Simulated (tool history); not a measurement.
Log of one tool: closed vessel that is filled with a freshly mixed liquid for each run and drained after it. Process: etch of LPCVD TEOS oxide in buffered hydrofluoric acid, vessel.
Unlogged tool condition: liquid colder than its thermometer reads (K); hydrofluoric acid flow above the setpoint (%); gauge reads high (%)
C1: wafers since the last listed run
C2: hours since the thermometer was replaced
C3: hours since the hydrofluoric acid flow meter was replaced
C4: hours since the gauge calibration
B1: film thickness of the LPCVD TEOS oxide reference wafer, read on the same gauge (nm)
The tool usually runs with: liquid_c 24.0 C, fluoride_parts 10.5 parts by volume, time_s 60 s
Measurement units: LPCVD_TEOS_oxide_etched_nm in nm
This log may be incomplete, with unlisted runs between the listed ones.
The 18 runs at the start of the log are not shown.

{"run": 19, "hour": 468.9, "liquid_c": 21.5, "fluoride_parts": 8.5, "time_s": 30, "C1": 2480, "C2": 271.3, "C3": 350.7, "C4": 283.6, "B1": 69.99, "LPCVD_TEOS_oxide_etched_nm": 48.55}
{"run": 20, "hour": 491.0, "liquid_c": 26.5, "fluoride_parts": 7.5, "time_s": 95, "C1": 1617, "C2": 293.4, "C3": 372.8, "C4": 305.7, "B1": 70.04, "LPCVD_TEOS_oxide_etched_nm": 232.72}
{"run": 21, "hour": 503.4, "liquid_c": 21.0, "fluoride_parts": 13.0, "time_s": 70, "C1": 907, "C2": 305.8, "C3": 385.2, "C4": 318.1, "B1": 69.99, "LPCVD_TEOS_oxide_etched_nm": 75.13}
{"run": 22, "hour": 523.1, "liquid_c": 24.0, "fluoride_parts": 10.5, "time_s": 60, "C1": 1441, "C2": 325.5, "C3": 404.9, "C4": 337.8, "B1": 69.98, "LPCVD_TEOS_oxide_etched_nm": 92.96}
{"run": 23, "hour": 555.6, "liquid_c": 19.5, "fluoride_parts": 12.0, "time_s": 30, "C1": 2377, "C2": 358.0, "C3": 437.4, "C4": 370.3, "B1": 69.98, "LPCVD_TEOS_oxide_etched_nm": 32.41}
{"run": 24, "hour": 575.2, "liquid_c": 22.5, "fluoride_parts": 10.5, "time_s": 60, "C1": 1434, "C2": 377.6, "C3": 457.0, "C4": 389.9, "B1": 70.0, "LPCVD_TEOS_oxide_etched_nm": 85.56}
{"run": 25, "hour": 603.2, "liquid_c": 24.0, "fluoride_parts": 12.0, "time_s": 70, "C1": 2048, "C2": 405.6, "C3": 485.0, "C4": 417.9, "B1": 70.01, "LPCVD_TEOS_oxide_etched_nm": 95.38}
{"run": 26, "hour": 627.7, "liquid_c": 24.0, "fluoride_parts": 10.5, "time_s": 60, "C1": 1792, "C2": 430.1, "C3": 509.5, "C4": 442.4, "B1": 69.99, "LPCVD_TEOS_oxide_etched_nm": 94.49}
{"run": 27, "hour": 712.6, "liquid_c": 24.0, "fluoride_parts": 7.0, "time_s": 75, "C1": 6212, "C2": 515.0, "C3": 594.4, "C4": 527.3, "B1": 69.99, "LPCVD_TEOS_oxide_etched_nm": 174.9}
{"run": 28, "hour": 736.8, "liquid_c": 24.0, "fluoride_parts": 10.5, "time_s": 70, "C1": 1770, "C2": 539.2, "C3": 618.6, "C4": 551.5, "B1": 70.02, "LPCVD_TEOS_oxide_etched_nm": 110.57}
{"run": 29, "hour": 769.8, "liquid_c": 27.5, "fluoride_parts": 12.5, "time_s": 60, "C1": 2414, "C2": 572.2, "C3": 651.6, "C4": 584.5, "B1": 70.02, "LPCVD_TEOS_oxide_etched_nm": 94.96}
{"run": 30, "hour": 786.6, "liquid_c": 24.0, "fluoride_parts": 10.5, "time_s": 60, "C1": 1229, "C2": 589.0, "C3": 668.4, "C4": 601.3, "B1": 69.98, "LPCVD_TEOS_oxide_etched_nm": 94.5}
{"run": 31, "hour": 822.6, "liquid_c": 24.0, "fluoride_parts": 10.5, "time_s": 60, "C1": 2634, "C2": 625.0, "C3": 704.4, "C4": 637.3, "B1": 70.04, "LPCVD_TEOS_oxide_etched_nm": 94.69}
{"run": 32, "hour": 835.0, "liquid_c": 28.0, "fluoride_parts": 12.5, "time_s": 50, "C1": 907, "C2": 637.4, "C3": 716.8, "C4": 649.7, "B1": 70.01, "LPCVD_TEOS_oxide_etched_nm": 81.19}
{"run": 33, "hour": 865.8, "liquid_c": 19.5, "fluoride_parts": 10.5, "time_s": 30, "C1": 2253, "C2": 668.2, "C3": 747.6, "C4": 680.5, "B1": 70.01, "LPCVD_TEOS_oxide_etched_nm": 36.2}

Here are 4 independent what-if runs from the current tool condition. What would each one return?
{"run": "A", "hour": 866.5, "liquid_c": 24.0, "fluoride_parts": 14.5, "time_s": 60, "C1": 51, "C2": 668.9, "C3": 748.3, "C4": 681.2, "B1": "?", "LPCVD_TEOS_oxide_etched_nm": "?"}
{"run": "B", "hour": 866.5, "liquid_c": 24.0, "fluoride_parts": 14.0, "time_s": 35, "C1": 51, "C2": 668.9, "C3": 748.3, "C4": 681.2, "B1": "?", "LPCVD_TEOS_oxide_etched_nm": "?"}
{"run": "C", "hour": 866.5, "liquid_c": 20.5, "fluoride_parts": 10.5, "time_s": 60, "C1": 51, "C2": 668.9, "C3": 748.3, "C4": 681.2, "B1": "?", "LPCVD_TEOS_oxide_etched_nm": "?"}
{"run": "D", "hour": 866.5, "liquid_c": 24.0, "fluoride_parts": 7.0, "time_s": 85, "C1": 51, "C2": 668.9, "C3": 748.3, "C4": 681.2, "B1": "?", "LPCVD_TEOS_oxide_etched_nm": "?"}

run=A B1=69.97 LPCVD_TEOS_oxide_etched_nm=69.55
run=B B1=69.97 LPCVD_TEOS_oxide_etched_nm=41.99
run=C B1=69.97 LPCVD_TEOS_oxide_etched_nm=78.62
run=D B1=69.97 LPCVD_TEOS_oxide_etched_nm=198.69
Had the tool no hidden state, the same runs would have come out as:
run=A LPCVD_TEOS_oxide_etched_nm=69.55
run=B LPCVD_TEOS_oxide_etched_nm=41.99
run=C LPCVD_TEOS_oxide_etched_nm=78.62
run=D LPCVD_TEOS_oxide_etched_nm=198.69
